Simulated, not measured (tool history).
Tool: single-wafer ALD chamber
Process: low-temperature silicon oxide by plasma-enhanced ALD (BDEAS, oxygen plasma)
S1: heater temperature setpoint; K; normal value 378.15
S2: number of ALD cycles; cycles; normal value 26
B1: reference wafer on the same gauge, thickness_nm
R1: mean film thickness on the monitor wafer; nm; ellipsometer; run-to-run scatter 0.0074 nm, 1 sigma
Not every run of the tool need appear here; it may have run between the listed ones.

run   hour      S1  S2     B1     R1
  1      0  378.15  26   3.87  3.605
  2   13.7  378.15  26  3.869   3.61
  3   29.9  378.15  26   3.87  3.613
  4   45.7  378.15  29  3.869   4.03
  5   61.7  378.15  26   3.87  3.606
      63.6  -- gauge calibrated
  6   79.4  378.15  26  3.871  3.599
  7  111.7  378.15  26  3.869  3.608

Expected results for the next run?
  8  124.9  367.15  26   ?   ?

B1: 3.872
R1: 3.698 nm
Were there no unlogged condition in the tool, this run, its random variation unchanged, would have produced R1 3.698 nm.

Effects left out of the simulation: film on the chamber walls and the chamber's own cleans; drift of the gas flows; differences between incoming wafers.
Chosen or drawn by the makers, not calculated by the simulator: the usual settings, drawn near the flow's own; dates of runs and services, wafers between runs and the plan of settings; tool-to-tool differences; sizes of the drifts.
